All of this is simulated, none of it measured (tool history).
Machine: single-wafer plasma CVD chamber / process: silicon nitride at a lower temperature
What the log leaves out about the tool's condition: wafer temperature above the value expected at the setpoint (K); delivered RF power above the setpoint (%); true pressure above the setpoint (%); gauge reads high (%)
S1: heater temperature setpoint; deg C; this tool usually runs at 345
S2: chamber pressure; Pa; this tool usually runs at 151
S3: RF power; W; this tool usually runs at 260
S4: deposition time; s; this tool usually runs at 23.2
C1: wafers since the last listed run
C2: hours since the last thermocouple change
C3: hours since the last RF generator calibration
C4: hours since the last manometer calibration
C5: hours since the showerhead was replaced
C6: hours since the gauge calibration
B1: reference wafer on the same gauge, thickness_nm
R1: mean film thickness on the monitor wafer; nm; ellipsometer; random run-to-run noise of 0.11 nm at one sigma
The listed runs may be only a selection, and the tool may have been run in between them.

| run | hour | S1 | S2 | S3 | S4 | C1 | C2 | C3 | C4 | C5 | C6 | B1 | R1 |
|---|---|---|---|---|---|---|---|---|---|---|---|---|---|
| 1 | 0 | 345 | 151 | 260 | 23.2 | 0 | 1558.7 | 1267.4 | 817.8 | 5172.5 | 543.2 | 21.597 | 22.182 |
| 2 | 83.9 | 345 | 151 | 260 | 23.2 | 2088 | 1642.6 | 1351.3 | 901.7 | 5256.4 | 627.1 | 21.608 | 22.09 |
| 3 | 175.5 | 345 | 151 | 260 | 23.2 | 2280 | 1734.2 | 1442.9 | 993.3 | 5348 | 718.7 | 21.564 | 21.962 |
| 4 | 237.7 | 333 | 151 | 260 | 23.2 | 1548 | 1796.4 | 1505.1 | 1055.5 | 5410.2 | 780.9 | 21.588 | 22.128 |
| 5 | 305.3 | 333 | 151 | 260 | 23.2 | 1682 | 1864 | 1572.7 | 1123.1 | 5477.8 | 848.5 | 21.604 | 22.058 |
| 6 | 362.8 | 345 | 151 | 260 | 23.2 | 1431 | 1921.5 | 1630.2 | 1180.6 | 5535.3 | 906 | 21.577 | 21.817 |
| 7 | 489.4 | 345 | 151 | 260 | 23.2 | 3151 | 2048.1 | 1756.8 | 1307.2 | 5661.9 | 1032.6 | 21.638 | 21.929 |
| 8 | 545.1 | 345 | 151 | 260 | 23.2 | 1386 | 2103.8 | 1812.5 | 1362.9 | 5717.6 | 1088.3 | 21.576 | 21.742 |
| 9 | 603.5 | 345 | 177 | 260 | 23.2 | 1453 | 2162.2 | 1870.9 | 1421.3 | 5776 | 1146.7 | 21.584 | 22.862 |
|  | 666.1 | RF generator calibrated |
| 10 | 668.6 | 345 | 151 | 260 | 24.2 | 1421 | 2227.3 | 2.5 | 1486.4 | 5841.1 | 1211.8 | 21.573 | 23.179 |
|  | 726.9 | gauge calibrated |
| 11 | 756.9 | 345 | 151 | 260 | 24.2 | 2198 | 2315.6 | 90.8 | 1574.7 | 5929.4 | 30 | 21.583 | 23.072 |
| 12 | 815 | 345 | 151 | 260 | 24.2 | 1446 | 2373.7 | 148.9 | 1632.8 | 5987.5 | 88.1 | 21.621 | 22.945 |
|  | 862.1 | thermocouple changed; heater temperature recalibrated |
| 13 | 1002.7 | 345 | 151 | 260 | 21.2 | 4473 | 140.6 | 336.6 | 1820.5 | 6175.2 | 275.8 | 21.599 | 20.06 |
|  | 1054.8 | capacitance manometer re-zeroed and calibrated |
| 14 | 1109.8 | 345 | 151 | 210 | 18.7 | 2466 | 247.7 | 443.7 | 55 | 6282.3 | 382.9 | 21.573 | 15.922 |
| 15 | 1216.5 | 345 | 151 | 260 | 23.2 | 2656 | 354.4 | 550.4 | 161.7 | 6389 | 489.6 | 21.56 | 22.568 |
| 16 | 1275.1 | 345 | 173 | 240 | 20.4 | 1458 | 413 | 609 | 220.3 | 6447.6 | 548.2 | 21.607 | 19.61 |
| 17 | 1351.9 | 345 | 151 | 260 | 21.2 | 1911 | 489.8 | 685.8 | 297.1 | 6524.4 | 625 | 21.589 | 20.701 |
| 18 | 1420.3 | 353 | 163 | 225 | 21.7 | 1702 | 558.2 | 754.2 | 365.5 | 6592.8 | 693.4 | 21.607 | 19.615 |
|  | 1516.1 | showerhead replaced |
| 19 | 1520.2 | 352 | 173 | 260 | 20.5 | 2287 | 658.1 | 854.1 | 465.4 | 4.1 | 793.3 | 21.601 | 20.55 |
| 20 | 1601.7 | 345 | 151 | 260 | 23.2 | 2028 | 739.6 | 935.6 | 546.9 | 85.6 | 874.8 | 21.619 | 22.265 |
| 21 | 1678.3 | 336 | 151 | 260 | 23.2 | 1906 | 816.2 | 1012.2 | 623.5 | 162.2 | 951.4 | 21.598 | 22.5 |
| 22 | 1734.1 | 335 | 167 | 260 | 27.4 | 1389 | 872 | 1068 | 679.3 | 218 | 1007.2 | 21.593 | 27.25 |
| 23 | 1832 | 338 | 140 | 210 | 19.7 | 2437 | 969.9 | 1165.9 | 777.2 | 315.9 | 1105.1 | 21.616 | 16.206 |
| 24 | 1890.1 | 333 | 124 | 225 | 23.2 | 1446 | 1028 | 1224 | 835.3 | 374 | 1163.2 | 21.617 | 19.165 |
| 25 | 1989.2 | 345 | 151 | 260 | 25.7 | 2466 | 1127.1 | 1323.1 | 934.4 | 473.1 | 1262.3 | 21.616 | 24.554 |

Branching from run 25: 5 alternative next runs. What would each branch give?
| A | 1989.6 | 345 | 151 | 260 | 23.2 | 9 | 1127.5 | 1323.5 | 934.8 | 473.5 | 1262.7 | ? | ? |
| B | 1989.6 | 356 | 167 | 220 | 24.7 | 9 | 1127.5 | 1323.5 | 934.8 | 473.5 | 1262.7 | ? | ? |
| C | 1989.6 | 345 | 151 | 305 | 23.2 | 9 | 1127.5 | 1323.5 | 934.8 | 473.5 | 1262.7 | ? | ? |
| D | 1989.6 | 349 | 151 | 260 | 26.9 | 9 | 1127.5 | 1323.5 | 934.8 | 473.5 | 1262.7 | ? | ? |
| E | 1989.6 | 331 | 187 | 295 | 23.2 | 9 | 1127.5 | 1323.5 | 934.8 | 473.5 | 1262.7 | ? | ? |

| run | B1 | R1 |
|---|---|---|
| A | 21.603 | 22.337 |
| B | 21.603 | 21.992 |
| C | 21.603 | 24.649 |
| D | 21.603 | 25.847 |
| E | 21.603 | 25.924 |
Take away the tool's hidden state, keep each run's random variation, and the runs would have read:
| run | R1 |
|---|---|
| A | 22.881 |
| B | 22.526 |
| C | 25.239 |
| D | 26.476 |
| E | 26.519 |
